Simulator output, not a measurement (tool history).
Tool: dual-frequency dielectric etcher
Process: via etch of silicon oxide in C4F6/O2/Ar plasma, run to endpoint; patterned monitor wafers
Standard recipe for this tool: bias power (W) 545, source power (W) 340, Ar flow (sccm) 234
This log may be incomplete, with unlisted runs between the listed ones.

run	hour	bias power (W)	source power (W)	Ar flow (sccm)	wafers since the last listed run	hours since the last wet clean	hours since the last bias power generator calibration	hours since the last source power generator calibration	hours since the last Ar flow controller change	hours since the last upper electrode change	incoming incoming film thickness, nm	endpoint time (s)
1	0.0	545	340	234	0	297.6	2770.6	1842.3	5623.5	1284.7	193.7	42.1
# hour 43.6: wet clean of the chamber
2	47.0	545	340	234	271	3.4	2817.6	1889.3	5670.5	1331.7	196.3	43.0
3	87.0	545	340	234	471	43.4	2857.6	1929.3	5710.5	1371.7	196.3	42.5
4	230.3	514	340	234	1689	186.7	3000.9	2072.6	5853.8	1515.0	196.5	43.8
5	285.5	514	340	234	650	241.9	3056.1	2127.8	5909.0	1570.2	195.7	43.6
6	351.4	514	340	234	776	307.8	3122.0	2193.7	5974.9	1636.1	195.3	43.4
# hour 390.1: wet clean of the chamber
7	391.5	545	340	234	189	1.4	3162.1	2233.8	6015.0	1676.2	197.4	43.2
8	420.2	545	340	234	338	30.1	3190.8	2262.5	6043.7	1704.9	194.6	42.5
9	484.1	545	340	234	753	94.0	3254.7	2326.4	6107.6	1768.8	197.3	42.8
10	516.1	545	320	234	377	126.0	3286.7	2358.4	6139.6	1800.8	196.8	43.5
# hour 692.1: Ar flow controller replaced
# hour 741.9: upper electrode replaced
11	742.4	545	320	234	2314	352.3	3513.0	2584.7	50.3	0.5	195.2	43.2
12	757.6	545	340	263	179	367.5	3528.2	2599.9	65.5	15.7	194.2	43.0
# hour 801.3: wet clean of the chamber
13	801.8	545	300	234	238	0.5	3572.4	2644.1	109.7	59.9	199.2	45.6
14	877.9	545	290	234	897	76.6	3648.5	2720.2	185.8	136.0	195.3	44.4
15	921.0	545	270	274	508	119.7	3691.6	2763.3	228.9	179.1	193.5	46.0
16	958.7	545	340	263	444	157.4	3729.3	2801.0	266.6	216.8	194.9	42.7
17	1027.5	667	340	268	811	226.2	3798.1	2869.8	335.4	285.6	197.8	40.3
18	1056.1	508	340	234	337	254.8	3826.7	2898.4	364.0	314.2	197.6	44.2
19	1087.6	442	340	215	371	286.3	3858.2	2929.9	395.5	345.7	193.5	45.4
# hour 1093.6: bias power generator calibrated
# hour 1094.5: source power generator calibrated
20	1118.0	545	270	274	299	316.7	24.4	23.5	425.9	376.1	193.7	46.0
# hour 1174.3: wet clean of the chamber
21	1205.9	639	300	234	753	31.6	112.3	111.4	513.8	464.0	194.1	41.3
22	1244.5	496	310	271	455	70.2	150.9	150.0	552.4	502.6	195.0	45.7
23	1272.8	508	340	234	333	98.5	179.2	178.3	580.7	530.9	194.1	43.3
24	1314.2	670	340	234	488	139.9	220.6	219.7	622.1	572.3	195.2	39.3
25	1363.9	427	420	272	585	189.6	270.3	269.4	671.8	622.0	194.1	43.6
26	1416.9	545	340	234	624	242.6	323.3	322.4	724.8	675.0	194.3	42.2

Branching from run 26: 5 alternative next runs. What would each branch give?
A	1417.3	545	340	234	4	243.0	323.7	322.8	725.2	675.4	197.8	?
B	1417.3	475	340	191	4	243.0	323.7	322.8	725.2	675.4	197.8	?
C	1417.3	545	270	262	4	243.0	323.7	322.8	725.2	675.4	197.8	?
D	1417.3	678	370	234	4	243.0	323.7	322.8	725.2	675.4	197.8	?
E	1417.3	654	310	234	4	243.0	323.7	322.8	725.2	675.4	197.8	?

run	endpoint time (s)
A	42.8
B	44.1
C	46.6
D	38.2
E	41.0
Stripped of hidden state, with their random variation kept, the same runs would have yielded:
run	endpoint time (s)
A	42.8
B	44.1
C	46.6
D	38.2
E	41.0
